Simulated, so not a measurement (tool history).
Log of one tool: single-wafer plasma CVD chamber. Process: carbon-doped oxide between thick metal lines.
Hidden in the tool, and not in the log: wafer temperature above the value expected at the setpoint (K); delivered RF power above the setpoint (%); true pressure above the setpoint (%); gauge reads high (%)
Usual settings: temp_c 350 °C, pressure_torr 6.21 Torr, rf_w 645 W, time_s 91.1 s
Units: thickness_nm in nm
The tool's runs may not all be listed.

run   hour  temp_c  pressure_torr  rf_w  time_s  wafers since the last listed run  hours since the last thermocouple change  hours since the last RF generator calibration  hours since the last manometer calibration  hours since the showerhead was replaced  hours since the gauge calibration  read-back reference wafer on the same gauge, thickness_nm  thickness_nm
  1    0.0     350           6.21   745    91.1                                 0                                    2164.8                                         1868.8                                      2357.2                                   4171.3                              216.1                                                    727.253       644.298
  2   10.6     350           6.21   645    91.1                               150                                    2175.4                                         1879.4                                      2367.8                                   4181.9                              226.7                                                    726.907       587.959
  3   27.8     350           6.21   645    91.1                               243                                    2192.6                                         1896.6                                      2385.0                                   4199.1                              243.9                                                    726.998       590.847
  4   34.0     350           6.21   645    91.1                                87                                    2198.8                                         1902.8                                      2391.2                                   4205.3                              250.1                                                    727.373       588.748
  5   50.2     345           6.21   645    91.1                               229                                    2215.0                                         1919.0                                      2407.4                                   4221.5                              266.3                                                    726.983       598.446
  6   60.6     345           6.21   645    91.1                               147                                    2225.4                                         1929.4                                      2417.8                                   4231.9                              276.7                                                    727.466       597.499
  7   72.8     345           6.21   645    91.1                               172                                    2237.6                                         1941.6                                      2430.0                                   4244.1                              288.9                                                    727.166       598.102
  8   85.1     350           6.21   645    91.1                               174                                    2249.9                                         1953.9                                      2442.3                                   4256.4                              301.2                                                    727.321       588.024
  9   97.3     350           6.21   645    98.5                               172                                    2262.1                                         1966.1                                      2454.5                                   4268.6                              313.4                                                    727.021       635.898
     112.0  -- showerhead replaced
     112.9  -- thermocouple changed; heater temperature recalibrated
 10  113.4     350           6.21   645    98.5                               101                                       0.5                                         1982.2                                      2470.6                                      1.4                              329.5                                                    726.379       635.265
 11  122.1     350           6.21   645    91.1                               123                                       9.2                                         1990.9                                      2479.3                                     10.1                              338.2                                                    726.543       587.822
 12  134.5     350           6.21   645    91.1                               175                                      21.6                                         2003.3                                      2491.7                                     22.5                              350.6                                                    726.556       585.641
 13  143.0     350           6.21   645    91.1                               120                                      30.1                                         2011.8                                      2500.2                                     31.0                              359.1                                                    727.024       587.022
     144.2  -- gauge calibrated
 14  152.5     350           6.21   575   102.1                               134                                      39.6                                         2021.3                                      2509.7                                     40.5                                8.3                                                    727.298       613.147
 15  160.9     361           6.21   645    91.1                               118                                      48.0                                         2029.7                                      2518.1                                     48.9                               16.7                                                    727.060       570.777
 16  174.3     350           6.21   645    91.1                               189                                      61.4                                         2043.1                                      2531.5                                     62.3                               30.1                                                    727.511       587.934
 17  190.4     354           6.21   645    91.1                               227                                      77.5                                         2059.2                                      2547.6                                     78.4                               46.2                                                    727.095       579.527
     204.0  -- capacitance manometer re-zeroed and calibrated
 18  204.5     365           7.24   530    95.7                                86                                      91.6                                         2073.3                                         0.5                                     92.5                               60.3                                                    726.961       526.636
 19  216.9     350           5.05   530    91.1                               175                                     104.0                                         2085.7                                        12.9                                    104.9                               72.7                                                    726.562       510.884
     229.7  -- RF generator calibrated
 20  230.2     364           7.24   695    74.4                                75                                     117.3                                            0.5                                        26.2                                    118.2                               86.0                                                    726.919       513.803
 21  237.5     338           7.56   585    82.0                               103                                     124.6                                            7.8                                        33.5                                    125.5                               93.3                                                    727.367       550.521
 22  250.2     359           7.20   570    91.1                               179                                     137.3                                           20.5                                        46.2                                    138.2                              106.0                                                    726.839       564.040
 23  263.2     359           6.21   595    91.1                               184                                     150.3                                           33.5                                        59.2                                    151.2                              119.0                                                    727.269       573.186
 24  275.5     338           6.60   555   102.4                               174                                     162.6                                           45.8                                        71.5                                    163.5                              131.3                                                    727.447       659.455
 25  284.1     350           6.21   645    91.1                               121                                     171.2                                           54.4                                        80.1                                    172.1                              139.9                                                    726.474       617.936
 26  295.8     350           6.21   645    91.1                               165                                     182.9                                           66.1                                        91.8                                    183.8                              151.6                                                    726.809       617.876
 27  303.4     364           7.58   715    91.1                               107                                     190.5                                           73.7                                        99.4                                    191.4                              159.2                                                    727.571       641.069
 28  315.9     350           6.21   645   100.8                               176                                     203.0                                           86.2                                       111.9                                    203.9                              171.7                                                    726.563       681.493

Forecast each of these 3 alternatives for the next run:
  A  316.3     350           6.21   645    91.1                                 5                                     203.4                                           86.6                                       112.3                                    204.3                              172.1                                                          ?             ?
  B  316.3     342           6.60   645    85.1                                 5                                     203.4                                           86.6                                       112.3                                    204.3                              172.1                                                          ?             ?
  C  316.3     350           4.79   645    96.4                                 5                                     203.4                                           86.6                                       112.3                                    204.3                              172.1                                                          ?             ?

run  read-back reference wafer on the same gauge, thickness_nm  thickness_nm
  A                                                    727.564       616.705
  B                                                    727.564       593.279
  C                                                    727.564       640.243
Without the tool's hidden state the same runs would have given:
run  thickness_nm
  A       619.351
  B       595.824
  C       642.990
